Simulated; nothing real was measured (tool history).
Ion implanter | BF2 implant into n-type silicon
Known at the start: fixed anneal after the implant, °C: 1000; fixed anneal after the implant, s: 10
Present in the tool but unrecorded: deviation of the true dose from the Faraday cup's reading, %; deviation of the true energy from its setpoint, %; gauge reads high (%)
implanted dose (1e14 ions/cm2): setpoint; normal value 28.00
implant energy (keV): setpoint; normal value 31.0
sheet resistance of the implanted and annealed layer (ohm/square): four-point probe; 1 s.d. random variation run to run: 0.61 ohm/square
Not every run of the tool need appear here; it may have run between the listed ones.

| run | hour | implanted dose (1e14 ions/cm2) | implant energy (keV) | wafers since the last listed run | hours since the last dose calibration | hours since the extraction supply was calibrated | hours since the gauge calibration | read-back reference wafer on the same gauge, sheet resistance | sheet resistance of the implanted and annealed layer (ohm/square) |
|---|---|---|---|---|---|---|---|---|---|
| 1 | 0.0 | 28.00 | 31.0 | 0 | 878.7 | 1534.2 | 647.2 | 129.97 | 148.69 |
| 2 | 70.0 | 28.00 | 31.0 | 1217 | 948.7 | 1604.2 | 717.2 | 130.04 | 148.30 |
|  | 121.8 | Faraday cup replaced and dose calibrated |
| 3 | 143.0 | 28.00 | 31.0 | 1130 | 21.2 | 1677.2 | 790.2 | 130.23 | 147.81 |
| 4 | 230.8 | 28.00 | 31.0 | 1526 | 109.0 | 1765.0 | 878.0 | 129.83 | 148.24 |
| 5 | 320.4 | 34.38 | 23.5 | 1557 | 198.6 | 1854.6 | 967.6 | 130.04 | 167.87 |
| 6 | 407.9 | 28.00 | 28.5 | 1521 | 286.1 | 1942.1 | 1055.1 | 129.93 | 152.92 |
| 7 | 486.5 | 28.00 | 28.5 | 1366 | 364.7 | 2020.7 | 1133.7 | 130.14 | 154.30 |
| 8 | 527.8 | 28.00 | 28.5 | 718 | 406.0 | 2062.0 | 1175.0 | 129.92 | 153.56 |
| 9 | 632.6 | 28.00 | 31.0 | 1822 | 510.8 | 2166.8 | 1279.8 | 129.94 | 147.21 |
| 10 | 714.9 | 28.00 | 31.0 | 1430 | 593.1 | 2249.1 | 1362.1 | 129.82 | 145.93 |
| 11 | 778.3 | 28.00 | 31.0 | 1102 | 656.5 | 2312.5 | 1425.5 | 129.93 | 144.79 |
| 12 | 834.3 | 34.27 | 39.5 | 973 | 712.5 | 2368.5 | 1481.5 | 129.81 | 125.38 |
| 13 | 902.1 | 34.27 | 39.5 | 1178 | 780.3 | 2436.3 | 1549.3 | 129.91 | 124.38 |
| 14 | 977.0 | 34.27 | 39.5 | 1302 | 855.2 | 2511.2 | 1624.2 | 130.12 | 124.64 |
|  | 989.2 | extraction supply calibrated |
| 15 | 1019.5 | 28.00 | 31.0 | 599 | 897.7 | 30.3 | 1666.7 | 130.24 | 149.57 |
| 16 | 1109.3 | 24.84 | 22.0 | 1561 | 987.5 | 120.1 | 1756.5 | 130.03 | 183.81 |
| 17 | 1149.9 | 21.58 | 31.0 | 705 | 1028.1 | 160.7 | 1797.1 | 130.26 | 152.81 |
|  | 1171.0 | Faraday cup replaced and dose calibrated |
| 18 | 1234.3 | 25.40 | 31.0 | 1328 | 63.3 | 245.1 | 1881.5 | 129.91 | 150.85 |
| 19 | 1333.1 | 28.00 | 31.0 | 1717 | 162.1 | 343.9 | 1980.3 | 130.14 | 150.38 |
| 20 | 1420.0 | 21.86 | 25.0 | 1510 | 249.0 | 430.8 | 2067.2 | 130.07 | 172.14 |
| 21 | 1527.8 | 24.37 | 31.0 | 1874 | 356.8 | 538.6 | 2175.0 | 129.76 | 151.09 |
|  | 1535.5 | gauge calibrated |
| 22 | 1634.8 | 25.59 | 24.5 | 1860 | 463.8 | 645.6 | 99.3 | 129.82 | 171.60 |
| 23 | 1729.7 | 33.12 | 34.0 | 1649 | 558.7 | 740.5 | 194.2 | 130.15 | 139.48 |
| 24 | 1766.3 | 28.00 | 41.5 | 636 | 595.3 | 777.1 | 230.8 | 129.96 | 127.16 |
| 25 | 1855.2 | 30.46 | 31.0 | 1545 | 684.2 | 866.0 | 319.7 | 129.92 | 149.06 |
| 26 | 1932.0 | 34.74 | 38.0 | 1335 | 761.0 | 942.8 | 396.5 | 129.95 | 131.45 |
| 27 | 1970.1 | 28.00 | 31.0 | 662 | 799.1 | 980.9 | 434.6 | 130.01 | 148.55 |
|  | 2004.5 | Faraday cup replaced and dose calibrated |
| 28 | 2036.2 | 28.00 | 20.5 | 1010 | 31.7 | 1047.0 | 500.7 | 129.90 | 185.99 |

Here are 3 independent what-if runs from the current tool condition. What would each one return?
| A | 2036.6 | 31.93 | 31.0 | 6 | 32.1 | 1047.4 | 501.1 | ? | ? |
| B | 2036.6 | 32.19 | 38.0 | 6 | 32.1 | 1047.4 | 501.1 | ? | ? |
| C | 2036.6 | 35.66 | 40.0 | 6 | 32.1 | 1047.4 | 501.1 | ? | ? |

| run | read-back reference wafer on the same gauge, sheet resistance | sheet resistance of the implanted and annealed layer (ohm/square) |
|---|---|---|
| A | 129.89 | 147.44 |
| B | 129.89 | 131.26 |
| C | 129.89 | 126.31 |
Without the tool's hidden state the same runs would have given:
| run | sheet resistance of the implanted and annealed layer (ohm/square) |
|---|---|
| A | 148.57 |
| B | 132.31 |
| C | 127.33 |
